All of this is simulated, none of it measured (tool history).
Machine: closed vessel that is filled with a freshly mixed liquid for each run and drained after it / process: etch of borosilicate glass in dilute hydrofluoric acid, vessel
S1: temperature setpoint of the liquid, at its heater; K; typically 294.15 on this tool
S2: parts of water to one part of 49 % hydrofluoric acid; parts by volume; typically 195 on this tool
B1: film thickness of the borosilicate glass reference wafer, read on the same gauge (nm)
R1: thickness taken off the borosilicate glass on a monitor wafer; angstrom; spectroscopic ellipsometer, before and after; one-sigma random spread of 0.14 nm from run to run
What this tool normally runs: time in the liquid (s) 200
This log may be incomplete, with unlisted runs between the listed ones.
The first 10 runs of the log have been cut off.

run 11 hour=126.6 | S1=294.15 S2=195 time_in_the_liquid_(s)=170 | B1=80.00 | R1=182.6
run 12 hour=143.8 | S1=292.15 S2=110 time_in_the_liquid_(s)=200 | B1=80.00 | R1=386.7
run 13 hour=156.4 | S1=291.15 S2=110 time_in_the_liquid_(s)=200 | B1=80.01 | R1=366.1
run 14 hour=169.8 | S1=290.15 S2=280 time_in_the_liquid_(s)=200 | B1=80.01 | R1=116.9
run 15 hour=184.6 | S1=291.15 S2=240 time_in_the_liquid_(s)=135 | B1=80.00 | R1=100.5
run 16 hour=192.3 | S1=294.15 S2=195 time_in_the_liquid_(s)=200 | B1=79.98 | R1=211.7
-- hour=206.3 hydrofluoric acid flow meter replaced
-- hour=212.1 gauge calibrated
run 17 hour=227.3 | S1=290.15 S2=250 time_in_the_liquid_(s)=300 | B1=80.02 | R1=227.6
run 18 hour=236.8 | S1=291.15 S2=195 time_in_the_liquid_(s)=200 | B1=80.01 | R1=210.8
run 19 hour=244.1 | S1=294.15 S2=195 time_in_the_liquid_(s)=200 | B1=79.99 | R1=240.0
run 20 hour=254.9 | S1=296.65 S2=115 time_in_the_liquid_(s)=260 | B1=80.01 | R1=635.7
run 21 hour=268.5 | S1=292.15 S2=195 time_in_the_liquid_(s)=200 | B1=80.00 | R1=220.2
run 22 hour=274.8 | S1=294.15 S2=195 time_in_the_liquid_(s)=200 | B1=80.00 | R1=239.1
run 23 hour=286.9 | S1=294.15 S2=125 time_in_the_liquid_(s)=315 | B1=80.00 | R1=628.2
run 24 hour=303.1 | S1=297.65 S2=265 time_in_the_liquid_(s)=245 | B1=79.99 | R1=226.8
run 25 hour=316.7 | S1=294.15 S2=195 time_in_the_liquid_(s)=200 | B1=80.01 | R1=238.7
run 26 hour=327.6 | S1=292.15 S2=195 time_in_the_liquid_(s)=200 | B1=79.98 | R1=221.1
run 27 hour=333.8 | S1=298.65 S2=230 time_in_the_liquid_(s)=125 | B1=80.03 | R1=144.2
run 28 hour=345.3 | S1=291.65 S2=195 time_in_the_liquid_(s)=105 | B1=80.01 | R1=113.3
run 29 hour=355.1 | S1=297.65 S2=105 time_in_the_liquid_(s)=245 | B1=80.00 | R1=690.5
run 30 hour=368.4 | S1=294.15 S2=270 time_in_the_liquid_(s)=235 | B1=79.99 | R1=187.3
run 31 hour=380.8 | S1=290.15 S2=195 time_in_the_liquid_(s)=200 | B1=79.97 | R1=203.1
run 32 hour=394.3 | S1=292.65 S2=245 time_in_the_liquid_(s)=170 | B1=80.00 | R1=144.8

For run 33, what comes out?
run 33 hour=403.5 | S1=294.15 S2=240 time_in_the_liquid_(s)=200 | B1=? | R1=?

B1: 80.01
R1: 182.1 angstrom
Take away the tool's hidden state, keep the run-to-run variation as it was, and the same run would have given R1 186.6 angstrom.

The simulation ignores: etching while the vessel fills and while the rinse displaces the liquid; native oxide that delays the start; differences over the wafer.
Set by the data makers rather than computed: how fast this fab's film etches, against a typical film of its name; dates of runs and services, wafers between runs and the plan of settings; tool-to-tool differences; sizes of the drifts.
